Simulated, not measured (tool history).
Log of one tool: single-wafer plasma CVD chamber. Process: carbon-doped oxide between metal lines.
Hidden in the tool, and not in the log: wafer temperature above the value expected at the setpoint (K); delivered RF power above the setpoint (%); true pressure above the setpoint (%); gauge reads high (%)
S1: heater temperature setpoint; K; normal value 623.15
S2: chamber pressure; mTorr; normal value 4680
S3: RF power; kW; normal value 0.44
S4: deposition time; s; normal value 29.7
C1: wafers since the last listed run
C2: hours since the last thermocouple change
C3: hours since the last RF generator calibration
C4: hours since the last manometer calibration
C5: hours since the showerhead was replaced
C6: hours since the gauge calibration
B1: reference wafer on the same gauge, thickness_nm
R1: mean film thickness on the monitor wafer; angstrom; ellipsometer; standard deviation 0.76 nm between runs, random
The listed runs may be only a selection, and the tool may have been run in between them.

run	day	S1	S2	S3	S4	C1	C2	C3	C4	C5	C6	B1	R1
1	0	623.15	4680	0.44	29.7	0	838.6	483.7	1196.6	6568.5	38.5	136.766	1344.02
2	1.196	623.15	4680	0.44	29.7	1025	867.3	512.4	1225.3	6597.2	67.2	136.76	1359.37
3	2.95	623.15	4680	0.44	29.7	1504	909.4	554.5	1267.4	6639.3	109.3	136.763	1350.63
4	5.238	623.15	4680	0.44	29.7	1962	964.3	609.4	1322.3	6694.2	164.2	137.201	1356.31
5	7.338	623.15	4680	0.405	33.6	1801	1014.7	659.8	1372.7	6744.6	214.6	136.776	1429.98
6	9.554	623.15	5240	0.385	29.7	1901	1067.9	713	1425.9	6797.8	267.8	136.865	1239.21
# day 11.279: capacitance manometer re-zeroed and calibrated
7	11.842	623.15	4680	0.44	29.7	1676	1122.8	767.9	13.5	6852.7	322.7	137.352	1336.37
8	13.238	623.15	4680	0.44	29.7	1197	1156.3	801.4	47	6886.2	356.2	137.456	1344.77
9	15.996	623.15	4350	0.44	29.7	2366	1222.5	867.6	113.2	6952.4	422.4	137.577	1341.07
10	18.3	608.15	4680	0.44	27.4	1976	1277.8	922.9	168.5	7007.7	477.7	137.615	1311.61
# day 19.583: showerhead replaced
11	19.604	623.15	4680	0.44	29.7	832	1309.1	954.2	199.8	0.5	509	137.813	1351.18
# day 21.838: RF generator calibrated
12	22.038	633.15	4680	0.44	29.7	1801	1367.5	4.8	258.2	58.9	567.4	138.015	1322.93
13	24.646	623.15	4680	0.39	29.7	2237	1430.1	67.4	320.8	121.5	630	138.366	1236.44
14	27.054	623.15	4680	0.44	25	2066	1487.9	125.2	378.6	179.3	687.8	138.243	1152.28
15	29.067	614.15	5340	0.44	29.7	1726	1536.2	173.5	426.9	227.6	736.1	138.263	1433.39
16	31.179	632.15	4680	0.485	35.4	1812	1586.9	224.2	477.6	278.3	786.8	138.471	1678.09
# day 32.129: thermocouple changed; heater temperature recalibrated
17	32.558	628.15	4680	0.44	29.7	897	10.3	257.3	510.7	311.4	819.9	138.654	1343.66
18	33.575	623.15	4680	0.44	29.7	872	34.7	281.7	535.1	335.8	844.3	138.97	1371.26
19	35.212	623.15	4680	0.44	29.7	1404	74	321	574.4	375.1	883.6	138.673	1348.67
20	38.129	615.15	5760	0.485	26.7	2502	144	391	644.4	445.1	953.6	139.117	1387.32
21	40.088	623.15	4680	0.44	29.7	1680	191	438	691.4	492.1	1000.6	138.832	1365.06
22	42.267	630.15	5000	0.5	31.8	1869	243.3	490.3	743.7	544.4	1052.9	139.295	1586.26
23	45.192	623.15	4680	0.44	29.7	2509	313.5	560.5	813.9	614.6	1123.1	139.596	1372.91
24	46.467	619.15	3860	0.44	32.2	1093	344.1	591.1	844.5	645.2	1153.7	139.653	1467.7
25	48.646	630.15	3980	0.44	35.2	1869	396.4	643.4	896.8	697.5	1206	139.479	1572.86
26	51.383	615.15	4680	0.44	29.7	2348	462.1	709.1	962.5	763.2	1271.7	139.604	1411.59
27	53.45	623.15	4680	0.44	29.7	1773	511.7	758.7	1012.1	812.8	1321.3	139.995	1382.19
28	56.075	623.15	4680	0.44	29.7	2252	574.7	821.7	1075.1	875.8	1384.3	139.655	1375.84

Each row is a separate what-if for the run after 28, all from the same tool condition, not one after another. Results?
A	56.092	623.15	4680	0.44	29.7	14	575.1	822.1	1075.5	876.2	1384.7	?	?
B	56.092	632.15	4680	0.44	31.4	14	575.1	822.1	1075.5	876.2	1384.7	?	?
C	56.092	630.15	5240	0.44	27.3	14	575.1	822.1	1075.5	876.2	1384.7	?	?
D	56.092	623.15	4290	0.44	33.2	14	575.1	822.1	1075.5	876.2	1384.7	?	?

run	B1	R1
A	140.009	1382.59
B	140.009	1420.84
C	140.009	1262.79
D	140.009	1527.4
With the hidden condition removed and each run's random variation left untouched, the same runs would have given:
run	R1
A	1352.43
B	1389.84
C	1235.23
D	1494.08

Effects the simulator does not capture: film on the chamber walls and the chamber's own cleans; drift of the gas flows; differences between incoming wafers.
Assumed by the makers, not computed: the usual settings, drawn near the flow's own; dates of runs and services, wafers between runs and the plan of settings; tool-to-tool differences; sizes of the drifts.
